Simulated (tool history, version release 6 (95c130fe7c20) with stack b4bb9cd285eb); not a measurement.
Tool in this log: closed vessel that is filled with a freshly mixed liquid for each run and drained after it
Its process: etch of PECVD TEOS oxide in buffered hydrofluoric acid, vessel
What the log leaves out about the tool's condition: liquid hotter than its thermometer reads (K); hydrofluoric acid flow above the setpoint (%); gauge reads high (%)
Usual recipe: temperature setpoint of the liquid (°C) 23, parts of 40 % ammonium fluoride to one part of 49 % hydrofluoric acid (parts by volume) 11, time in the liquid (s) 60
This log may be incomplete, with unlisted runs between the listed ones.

| run | hour | temperature setpoint of the liquid (°C) | parts of 40 % ammonium fluoride to one part of 49 % hydrofluoric acid (parts by volume) | time in the liquid (s) | wafers since the last listed run | hours since the thermometer was replaced | hours since the hydrofluoric acid flow meter was replaced | hours since the gauge calibration | read-back film thickness of the PECVD TEOS oxide reference wafer, read on the same gauge (nm) | thickness taken off the PECVD TEOS oxide on a monitor wafer (Å) |
|---|---|---|---|---|---|---|---|---|---|---|
| 1 | 0 | 23 | 11 | 80 | 0 | 1813 | 145.8 | 246.3 | 70.01 | 1866.5 |
| 2 | 49.5 | 23 | 11 | 75 | 5545 | 1862.5 | 195.3 | 295.8 | 70.02 | 1765.3 |
| 3 | 82.5 | 23 | 11 | 75 | 3696 | 1895.5 | 228.3 | 328.8 | 70.03 | 1764.6 |
| 4 | 115.8 | 23 | 11 | 75 | 3730 | 1928.8 | 261.6 | 362.1 | 70.02 | 1774.7 |
| 5 | 169.4 | 23 | 11 | 60 | 6004 | 1982.4 | 315.2 | 415.7 | 70.01 | 1420.7 |
| 6 | 221.5 | 23 | 11 | 60 | 5836 | 2034.5 | 367.3 | 467.8 | 70.01 | 1412.3 |
| 7 | 273.1 | 23 | 11 | 60 | 5780 | 2086.1 | 418.9 | 519.4 | 70.02 | 1435.7 |
| 8 | 337.6 | 23 | 12.5 | 60 | 7225 | 2150.6 | 483.4 | 583.9 | 69.96 | 1269.3 |
| 9 | 375.7 | 23 | 11 | 60 | 4268 | 2188.7 | 521.5 | 622 | 70 | 1445.8 |
| 10 | 442.4 | 23 | 11 | 60 | 7471 | 2255.4 | 588.2 | 688.7 | 69.98 | 1450.8 |
| 11 | 473.1 | 23 | 11 | 60 | 3439 | 2286.1 | 618.9 | 719.4 | 70 | 1454.7 |
|  | 474.3 | thermometer replaced |
| 12 | 512.9 | 23 | 11 | 35 | 4346 | 38.6 | 658.7 | 759.2 | 70.02 | 824.7 |
| 13 | 566.4 | 23 | 11 | 35 | 5993 | 92.1 | 712.2 | 812.7 | 69.98 | 829.6 |
| 14 | 627.5 | 23 | 11 | 60 | 6844 | 153.2 | 773.3 | 873.8 | 70 | 1421.8 |
| 15 | 690.9 | 23 | 11 | 60 | 7102 | 216.6 | 836.7 | 937.2 | 70 | 1436.5 |
| 16 | 715.2 | 23 | 11 | 60 | 2722 | 240.9 | 861 | 961.5 | 70 | 1431.2 |
| 17 | 751 | 28 | 8.5 | 30 | 4010 | 276.7 | 896.8 | 997.3 | 70.01 | 1176.5 |
|  | 776.5 | hydrofluoric acid flow meter replaced |
| 18 | 778.3 | 19 | 9.5 | 85 | 2946 | 304 | 1.8 | 1024.6 | 70.02 | 1746.3 |
| 19 | 808.1 | 27 | 15.5 | 80 | 3338 | 333.8 | 31.6 | 1054.4 | 70 | 1611.2 |
| 20 | 867.9 | 25 | 8 | 30 | 6698 | 393.6 | 91.4 | 1114.2 | 70.01 | 1016.5 |
| 21 | 934.9 | 18.5 | 7.5 | 35 | 7505 | 460.6 | 158.4 | 1181.2 | 70 | 890.8 |
| 22 | 998 | 26.5 | 11 | 90 | 7068 | 523.7 | 221.5 | 1244.3 | 70.03 | 2516.7 |
|  | 999.8 | gauge calibrated |
| 23 | 1052 | 27.5 | 13.5 | 85 | 6049 | 577.7 | 275.5 | 52.2 | 70.01 | 2051.6 |
| 24 | 1084.7 | 23 | 11 | 60 | 3663 | 610.4 | 308.2 | 84.9 | 70 | 1390.1 |
| 25 | 1149.8 | 19.5 | 11 | 60 | 7292 | 675.5 | 373.3 | 150 | 70.01 | 1162 |
| 26 | 1188 | 23 | 11 | 75 | 4279 | 713.7 | 411.5 | 188.2 | 69.98 | 1750.9 |
| 27 | 1357.3 | 23 | 11 | 60 | 18965 | 883 | 580.8 | 357.5 | 69.98 | 1419.3 |
| 28 | 1399.3 | 23 | 11 | 60 | 4704 | 925 | 622.8 | 399.5 | 70.01 | 1414 |
| 29 | 1464.1 | 23 | 11 | 70 | 7258 | 989.8 | 687.6 | 464.3 | 70.02 | 1655.9 |
| 30 | 1535.8 | 26 | 11 | 60 | 8031 | 1061.5 | 759.3 | 536 | 69.96 | 1693.4 |
| 31 | 1566 | 25 | 9 | 60 | 3383 | 1091.7 | 789.5 | 566.2 | 69.96 | 1889.1 |
|  | 1624.5 | hydrofluoric acid flow meter replaced |
| 32 | 1625 | 23 | 7.5 | 50 | 6497 | 1150.7 | 0.5 | 625.2 | 70 | 1635.3 |

5 options for the next run, each taken on its own from the tool as it stands now. Forecast them:
| A | 1625.7 | 18.5 | 11 | 60 | 78 | 1151.4 | 1.2 | 625.9 | ? | ? |
| B | 1625.7 | 23 | 8 | 60 | 78 | 1151.4 | 1.2 | 625.9 | ? | ? |
| C | 1625.7 | 26 | 12.5 | 60 | 78 | 1151.4 | 1.2 | 625.9 | ? | ? |
| D | 1625.7 | 19 | 7.5 | 80 | 78 | 1151.4 | 1.2 | 625.9 | ? | ? |
| E | 1625.7 | 26.5 | 9.5 | 30 | 78 | 1151.4 | 1.2 | 625.9 | ? | ? |

| run | read-back film thickness of the PECVD TEOS oxide reference wafer, read on the same gauge (nm) | thickness taken off the PECVD TEOS oxide on a monitor wafer (Å) |
|---|---|---|
| A | 70.03 | 1074.2 |
| B | 70.03 | 1838.1 |
| C | 70.03 | 1433.1 |
| D | 70.03 | 2105.2 |
| E | 70.03 | 944.8 |
The same runs, with their run-to-run variation unchanged, on a tool lacking any hidden condition would have given:
| run | thickness taken off the PECVD TEOS oxide on a monitor wafer (Å) |
|---|---|
| A | 1056.6 |
| B | 1808.9 |
| C | 1410.8 |
| D | 2070.8 |
| E | 930.2 |
